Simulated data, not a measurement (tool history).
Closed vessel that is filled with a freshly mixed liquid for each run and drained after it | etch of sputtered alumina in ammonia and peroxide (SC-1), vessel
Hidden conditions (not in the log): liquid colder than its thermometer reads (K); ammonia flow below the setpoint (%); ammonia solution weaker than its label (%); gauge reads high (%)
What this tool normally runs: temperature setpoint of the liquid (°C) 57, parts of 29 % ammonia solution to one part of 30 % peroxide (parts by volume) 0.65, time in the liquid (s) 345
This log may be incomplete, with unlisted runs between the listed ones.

run	hour	temperature setpoint of the liquid (°C)	parts of 29 % ammonia solution to one part of 30 % peroxide (parts by volume)	time in the liquid (s)	wafers since the last listed run	hours since the thermometer was replaced	hours since the ammonia flow meter was replaced	hours since the drum of ammonia solution was connected	hours since the gauge calibration	read-back film thickness of the sputtered alumina reference wafer, read on the same gauge (nm)	thickness taken off the sputtered alumina on a monitor wafer (angstrom)
1	0	57	0.65	345	0	2075.9	1480	391.3	169.1	70	483.6
# hour 1.3: gauge calibrated
2	9.7	57	0.65	345	685	2085.6	1489.7	401	8.4	70.02	479.6
3	23.3	57	0.65	345	960	2099.2	1503.3	414.6	22	70	483.8
4	41.2	57	0.4	345	1264	2117.1	1521.2	432.5	39.9	70.02	455.1
5	58.8	57	0.65	345	1243	2134.7	1538.8	450.1	57.5	70	475.6
6	75	57	0.65	345	1144	2150.9	1555	466.3	73.7	70.02	480.4
7	90.2	57	0.65	470	1073	2166.1	1570.2	481.5	88.9	70	654.9
8	98.5	57	0.65	470	586	2174.4	1578.5	489.8	97.2	69.98	652.2
# hour 102.3: thermometer replaced
9	112.8	57	0.65	345	939	10.5	1592.8	504.1	111.5	69.97	488.2
# hour 118.9: new drum of ammonia solution connected
10	125.1	57	0.65	345	798	22.8	1605.1	6.2	123.8	69.95	480.1
11	140.2	60	0.9	545	1066	37.9	1620.2	21.3	138.9	70.04	914.8
12	153.6	57	0.65	345	946	51.3	1633.6	34.7	152.3	69.97	475.4
# hour 165: ammonia flow meter replaced
# hour 165: gauge calibrated
13	168.2	57	0.65	345	960	65.9	3.2	49.3	3.2	69.99	478.1
14	183.1	66	0.5	345	1052	80.8	18.1	64.2	18.1	70	744.7
15	199.7	57	0.65	345	1172	97.4	34.7	80.8	34.7	69.99	481.3

Expected results for the next run?
16	214.7	57	0.65	470	1059	112.4	49.7	95.8	49.7	?	?

Run 16 came out at read-back film thickness of the sputtered alumina reference wafer, read on the same gauge (nm) 69.96, thickness taken off the sputtered alumina on a monitor wafer (angstrom) 652.8.
On a tool with no hidden condition, and with the same random variation, this run would have come out at thickness taken off the sputtered alumina on a monitor wafer (angstrom) 652.8.
